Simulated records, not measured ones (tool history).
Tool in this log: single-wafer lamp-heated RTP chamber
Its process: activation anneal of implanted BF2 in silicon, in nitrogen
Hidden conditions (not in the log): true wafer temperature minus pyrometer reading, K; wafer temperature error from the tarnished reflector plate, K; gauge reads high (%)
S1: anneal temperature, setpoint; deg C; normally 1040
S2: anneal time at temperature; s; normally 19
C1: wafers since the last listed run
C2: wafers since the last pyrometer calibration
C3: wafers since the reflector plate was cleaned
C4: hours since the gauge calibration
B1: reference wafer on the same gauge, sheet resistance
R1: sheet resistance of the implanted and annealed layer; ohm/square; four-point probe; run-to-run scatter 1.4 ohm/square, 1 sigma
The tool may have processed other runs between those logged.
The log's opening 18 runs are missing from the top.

run	day	S1	S2	C1	C2	C3	C4	B1	R1
19	38.704	1040	14	1005	2297	4745	1532.2	288.97	364
# day 39.979: gauge calibrated
20	41.354	1062	22	1515	3812	6260	33	289.2	343.19
21	43.971	1021	14	1496	5308	7756	95.8	288.97	372.69
22	46.45	1050	27	1417	6726	9174	155.3	289.12	346.28
# day 47.746: reflector plate cleaned
23	49.042	1055	19	1291	8017	741	217.5	289.02	349.82
24	50.829	1040	19	1022	9039	1763	260.4	288.55	358.01
25	51.979	1014	13	657	9697	2421	288	289.12	380.83
26	54.304	1040	10	1329	11026	3750	343.8	289.09	369.05
# day 54.975: pyrometer window cleaned and pyrometer calibrated
27	57.054	1061	9	1381	1189	5132	409.8	289.52	362.04
28	59.179	1040	27	1215	2404	6347	460.8	288.93	349.72
29	61.546	1021	14	1353	3758	7700	517.6	288.84	372.27
30	62.8	1040	19	717	4475	8417	547.7	289.27	355.08
# day 69.508: reflector plate cleaned
31	71.062	1030	19	4533	9008	889	746	289.7	364.9
32	73.742	1049	27	1531	10540	2421	810.3	288.91	345.15
# day 76.267: pyrometer window cleaned and pyrometer calibrated
33	76.733	1064	22	1519	267	3941	882.1	288.85	345.53
34	78.075	1018	14	767	1034	4708	914.3	289.26	377.63
35	80.471	1065	28	1369	2404	6078	971.8	289.24	340.09
36	81.662	1050	19	681	3086	6759	1000.4	288.99	353.05

Branching from run 36: 4 alternative next runs. What would each branch give?
A	81.679	1069	19	9	3095	6769	1000.8	?	?
B	81.679	1020	10	9	3095	6769	1000.8	?	?
C	81.679	1029	14	9	3095	6769	1000.8	?	?
D	81.679	1020	29	9	3095	6769	1000.8	?	?

run	B1	R1
A	288.81	345.13
B	288.81	380.79
C	288.81	370.74
D	288.81	363.53
With the hidden condition removed and each run's random variation left untouched, the same runs would have given:
run	R1
A	346.37
B	382.62
C	372.6
D	365.75
